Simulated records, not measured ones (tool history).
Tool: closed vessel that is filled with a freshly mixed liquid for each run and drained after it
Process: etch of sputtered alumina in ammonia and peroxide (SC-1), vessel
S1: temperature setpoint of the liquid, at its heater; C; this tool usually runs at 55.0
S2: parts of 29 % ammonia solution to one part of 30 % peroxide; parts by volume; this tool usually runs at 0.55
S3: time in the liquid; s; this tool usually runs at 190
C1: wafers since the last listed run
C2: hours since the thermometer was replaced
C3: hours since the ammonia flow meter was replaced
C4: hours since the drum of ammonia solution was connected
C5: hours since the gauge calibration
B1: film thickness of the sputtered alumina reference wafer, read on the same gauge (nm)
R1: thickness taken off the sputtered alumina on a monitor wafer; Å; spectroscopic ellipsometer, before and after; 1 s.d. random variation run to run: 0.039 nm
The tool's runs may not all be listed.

run,hour,S1,S2,S3,C1,C2,C3,C4,C5,B1,R1
1,0.0,55.0,0.55,190,0,2282.0,2107.2,847.3,93.6,29.98,123.8
2,13.7,55.0,0.55,190,1598,2295.7,2120.9,861.0,107.3,30.06,123.5
3,20.3,55.0,0.55,190,769,2302.3,2127.5,867.6,113.9,30.04,123.2
4,30.9,55.0,0.55,190,1236,2312.9,2138.1,878.2,124.5,30.01,123.6
5,41.7,55.0,0.55,190,1259,2323.7,2148.9,889.0,135.3,29.99,123.6
6,57.4,48.0,0.55,155,1831,2339.4,2164.6,904.7,151.0,29.96,68.7
7,73.3,55.0,0.70,260,1854,2355.3,2180.5,920.6,166.9,29.97,173.4
8,88.5,55.0,0.70,260,1773,2370.5,2195.7,935.8,182.1,29.99,173.8
9,106.1,55.0,0.55,190,2053,2388.1,2213.3,953.4,199.7,29.96,123.4
10,124.0,55.0,0.55,190,2088,2406.0,2231.2,971.3,217.6,29.99,124.3
11,138.7,55.0,0.55,190,1714,2420.7,2245.9,986.0,232.3,30.04,123.6
# hour 147.6: gauge calibrated
12,151.4,55.0,0.55,190,1481,2433.4,2258.6,998.7,3.8,30.01,124.7
13,164.3,55.0,0.45,190,1504,2446.3,2271.5,1011.6,16.7,30.01,121.9
14,179.8,58.0,0.75,100,1808,2461.8,2287.0,1027.1,32.2,29.98,78.8
15,188.9,55.0,0.55,190,1061,2470.9,2296.1,1036.2,41.3,29.97,124.0
16,202.6,55.0,0.40,190,1598,2484.6,2309.8,1049.9,55.0,30.03,120.2
# hour 205.5: ammonia flow meter replaced
17,218.7,59.5,0.85,190,1761,2500.7,13.2,1066.0,71.1,30.00,163.6
# hour 226.2: thermometer replaced
18,235.4,61.0,0.45,75,1831,9.2,29.9,1082.7,87.8,30.02,70.3
19,243.2,52.0,0.65,220,909,17.0,37.7,1090.5,95.6,29.98,135.2
# hour 256.0: new drum of ammonia solution connected
20,261.7,59.5,0.35,190,2041,35.5,56.2,5.7,114.1,30.00,161.3
# hour 297.5: thermometer replaced, repeated, since the last time left the tool worse
21,312.9,55.0,0.55,190,5855,15.4,107.4,56.9,165.3,29.99,113.9
22,325.9,55.0,0.55,190,1516,28.4,120.4,69.9,178.3,30.00,114.3
23,340.7,59.5,0.30,135,1726,43.2,135.2,84.7,193.1,29.98,96.9
24,350.3,55.0,0.55,190,1119,52.8,144.8,94.3,202.7,29.99,113.9
25,359.5,60.5,0.75,190,1073,62.0,154.0,103.5,211.9,29.96,157.1
26,370.3,64.5,0.30,190,1259,72.8,164.8,114.3,222.7,29.95,175.9

4 options for the next run, each taken on its own from the tool as it stands now. Forecast them:
A,371.0,55.0,0.85,190,81,73.5,165.5,115.0,223.4,?,?
B,371.0,55.0,0.75,280,81,73.5,165.5,115.0,223.4,?,?
C,371.0,49.5,0.25,90,81,73.5,165.5,115.0,223.4,?,?
D,371.0,64.0,0.40,285,81,73.5,165.5,115.0,223.4,?,?

run,B1,R1
A,30.01,117.9
B,30.01,171.7
C,30.01,36.9
D,30.01,261.6
Take away the tool's hidden state, keep each run's random variation, and the runs would have read:
run,R1
A,116.7
B,170.0
C,36.6
D,259.3
